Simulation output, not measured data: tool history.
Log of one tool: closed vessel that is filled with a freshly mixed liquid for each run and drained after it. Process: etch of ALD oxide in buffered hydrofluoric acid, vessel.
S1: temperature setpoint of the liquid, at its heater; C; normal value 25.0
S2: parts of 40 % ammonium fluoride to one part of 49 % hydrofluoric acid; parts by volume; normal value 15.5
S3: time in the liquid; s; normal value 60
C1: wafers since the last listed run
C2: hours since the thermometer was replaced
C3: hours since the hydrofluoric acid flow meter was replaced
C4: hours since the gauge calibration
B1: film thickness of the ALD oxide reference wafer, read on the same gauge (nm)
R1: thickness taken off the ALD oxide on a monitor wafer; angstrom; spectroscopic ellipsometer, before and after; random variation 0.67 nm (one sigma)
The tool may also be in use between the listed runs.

run 1 hour=0.0 | S1=25.0 S2=15.5 S3=60 | C1=0 C2=1435.2 C3=1436.0 C4=52.1 | B1=50.00 | R1=1126.9
run 2 hour=16.6 | S1=25.0 S2=15.5 S3=60 | C1=2200 C2=1451.8 C3=1452.6 C4=68.7 | B1=49.97 | R1=1127.0
run 3 hour=46.7 | S1=25.0 S2=15.5 S3=60 | C1=3989 C2=1481.9 C3=1482.7 C4=98.8 | B1=49.96 | R1=1127.8
run 4 hour=73.9 | S1=25.0 S2=15.5 S3=60 | C1=3605 C2=1509.1 C3=1509.9 C4=126.0 | B1=50.01 | R1=1132.1
run 5 hour=96.6 | S1=25.0 S2=15.5 S3=60 | C1=3008 C2=1531.8 C3=1532.6 C4=148.7 | B1=49.95 | R1=1120.3
run 6 hour=129.5 | S1=25.0 S2=15.5 S3=75 | C1=4361 C2=1564.7 C3=1565.5 C4=181.6 | B1=50.02 | R1=1403.3
run 7 hour=148.0 | S1=25.0 S2=15.5 S3=75 | C1=2452 C2=1583.2 C3=1584.0 C4=200.1 | B1=49.99 | R1=1415.6
run 8 hour=170.7 | S1=25.0 S2=15.5 S3=60 | C1=3008 C2=1605.9 C3=1606.7 C4=222.8 | B1=49.94 | R1=1139.9
run 9 hour=256.3 | S1=25.0 S2=15.5 S3=60 | C1=11346 C2=1691.5 C3=1692.3 C4=308.4 | B1=49.99 | R1=1131.0
run 10 hour=285.3 | S1=27.5 S2=15.5 S3=60 | C1=3844 C2=1720.5 C3=1721.3 C4=337.4 | B1=50.04 | R1=1303.5
run 11 hour=306.1 | S1=27.5 S2=15.5 S3=60 | C1=2757 C2=1741.3 C3=1742.1 C4=358.2 | B1=50.01 | R1=1319.9
run 12 hour=349.8 | S1=27.5 S2=15.5 S3=60 | C1=5792 C2=1785.0 C3=1785.8 C4=401.9 | B1=50.00 | R1=1306.4
-- hour=361.9 hydrofluoric acid flow meter replaced
run 13 hour=383.8 | S1=25.0 S2=15.5 S3=60 | C1=4374 C2=1819.0 C3=21.9 C4=435.9 | B1=49.96 | R1=1058.5
run 14 hour=419.5 | S1=26.5 S2=12.0 S3=60 | C1=4732 C2=1854.7 C3=57.6 C4=471.6 | B1=50.00 | R1=1467.3
run 15 hour=448.1 | S1=20.5 S2=19.5 S3=80 | C1=3791 C2=1883.3 C3=86.2 C4=500.2 | B1=49.96 | R1=878.7
run 16 hour=466.4 | S1=25.0 S2=15.5 S3=60 | C1=2425 C2=1901.6 C3=104.5 C4=518.5 | B1=50.00 | R1=1050.4
run 17 hour=488.2 | S1=21.5 S2=20.0 S3=60 | C1=2889 C2=1923.4 C3=126.3 C4=540.3 | B1=49.98 | R1=676.4
-- hour=496.2 thermometer replaced
run 18 hour=501.0 | S1=25.0 S2=15.5 S3=80 | C1=1564 C2=4.8 C3=139.1 C4=553.1 | B1=50.02 | R1=1399.0
run 19 hour=515.7 | S1=23.0 S2=15.5 S3=60 | C1=1948 C2=19.5 C3=153.8 C4=567.8 | B1=49.97 | R1=955.0
-- hour=526.2 gauge calibrated
run 20 hour=536.7 | S1=25.0 S2=15.5 S3=75 | C1=2783 C2=40.5 C3=174.8 C4=10.5 | B1=49.98 | R1=1330.8
run 21 hour=551.4 | S1=25.0 S2=12.0 S3=30 | C1=1948 C2=55.2 C3=189.5 C4=25.2 | B1=49.96 | R1=682.5
run 22 hour=577.4 | S1=21.5 S2=12.5 S3=60 | C1=3446 C2=81.2 C3=215.5 C4=51.2 | B1=50.01 | R1=1084.2
run 23 hour=605.9 | S1=25.0 S2=15.5 S3=75 | C1=3777 C2=109.7 C3=244.0 C4=79.7 | B1=49.97 | R1=1352.5
run 24 hour=629.9 | S1=25.0 S2=15.5 S3=60 | C1=3181 C2=133.7 C3=268.0 C4=103.7 | B1=50.00 | R1=1063.8
run 25 hour=644.7 | S1=25.0 S2=15.5 S3=60 | C1=1961 C2=148.5 C3=282.8 C4=118.5 | B1=50.06 | R1=1072.2
run 26 hour=669.5 | S1=20.5 S2=14.0 S3=85 | C1=3287 C2=173.3 C3=307.6 C4=143.3 | B1=50.03 | R1=1296.3
run 27 hour=697.1 | S1=26.5 S2=15.5 S3=60 | C1=3658 C2=200.9 C3=335.2 C4=170.9 | B1=50.05 | R1=1165.4

5 options for the next run, each taken on its own from the tool as it stands now. Forecast them:
run A hour=697.8 | S1=25.0 S2=15.5 S3=30 | C1=92 C2=201.6 C3=335.9 C4=171.6 | B1=? | R1=?
run B hour=697.8 | S1=22.0 S2=12.5 S3=60 | C1=92 C2=201.6 C3=335.9 C4=171.6 | B1=? | R1=?
run C hour=697.8 | S1=25.0 S2=13.0 S3=60 | C1=92 C2=201.6 C3=335.9 C4=171.6 | B1=? | R1=?
run D hour=697.8 | S1=27.0 S2=15.5 S3=60 | C1=92 C2=201.6 C3=335.9 C4=171.6 | B1=? | R1=?
run E hour=697.8 | S1=21.0 S2=12.5 S3=75 | C1=92 C2=201.6 C3=335.9 C4=171.6 | B1=? | R1=?

run=A B1=49.96 R1=535.2
run=B B1=49.96 R1=1121.5
run=C B1=49.96 R1=1271.9
run=D B1=49.96 R1=1192.4
run=E B1=49.96 R1=1326.2
What these runs would have given with no unlogged condition in the tool:
run=A R1=516.2
run=B R1=1081.7
run=C R1=1226.8
run=D R1=1149.9
run=E R1=1279.1
